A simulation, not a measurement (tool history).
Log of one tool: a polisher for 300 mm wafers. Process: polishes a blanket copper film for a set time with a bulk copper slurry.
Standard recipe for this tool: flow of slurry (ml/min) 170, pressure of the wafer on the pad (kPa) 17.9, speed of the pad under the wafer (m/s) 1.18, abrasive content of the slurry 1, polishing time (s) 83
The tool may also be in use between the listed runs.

| run | day | flow of slurry (ml/min) | pressure of the wafer on the pad (kPa) | speed of the pad under the wafer (m/s) | abrasive content of the slurry | polishing time (s) | wafers since the last listed run | wafers polished on this pad | hours since the slurry nozzle was cleaned | hours since the head pressure was calibrated | hours since the slurry blender was calibrated | incoming thickness of the incoming film, nm | film removed (angstrom) |
|---|---|---|---|---|---|---|---|---|---|---|---|---|---|
| 1 | 0 | 170 | 17.9 | 1.18 | 1 | 83 | 0 | 633 | 462.9 | 291.4 | 273.9 | 3586.8 | 7046 |
| 2 | 0.304 | 170 | 17.9 | 1.18 | 1 | 83 | 78 | 711 | 470.2 | 298.7 | 281.2 | 3633.9 | 7046 |
|  | 1.233 | worn pad replaced by a new one |
|  | 2.317 | slurry blender recalibrated |
| 3 | 2.338 | 170 | 17.9 | 1.18 | 1 | 83 | 458 | 262 | 519 | 347.5 | 0.5 | 3639.4 | 6927 |
| 4 | 2.604 | 170 | 15.2 | 1.18 | 1 | 83 | 68 | 330 | 525.4 | 353.9 | 6.9 | 3567.1 | 5927 |
|  | 2.692 | head pressure recalibrated |
| 5 | 3.054 | 170 | 15.2 | 1.18 | 1 | 83 | 94 | 425 | 536.2 | 8.7 | 17.7 | 3571.1 | 5988 |
| 6 | 3.321 | 170 | 17.9 | 1.18 | 1 | 83 | 68 | 493 | 542.6 | 15.1 | 24.1 | 3597.9 | 7029 |
| 7 | 3.612 | 170 | 17.9 | 1.18 | 1 | 83 | 74 | 568 | 549.6 | 22.1 | 31.1 | 3580.3 | 7104 |

Expected results for the next run?
|  | 3.904 | slurry nozzle cleaned |
| 8 | 4.2 | 170 | 17.9 | 1.18 | 1 | 83 | 140 | 708 | 7.1 | 36.2 | 45.2 | 3606.4 | ? |

{"run 8": {"film removed (angstrom)": 7051}}
Minus the tool's unlogged condition, the same run would have read film removed (angstrom) 7051.

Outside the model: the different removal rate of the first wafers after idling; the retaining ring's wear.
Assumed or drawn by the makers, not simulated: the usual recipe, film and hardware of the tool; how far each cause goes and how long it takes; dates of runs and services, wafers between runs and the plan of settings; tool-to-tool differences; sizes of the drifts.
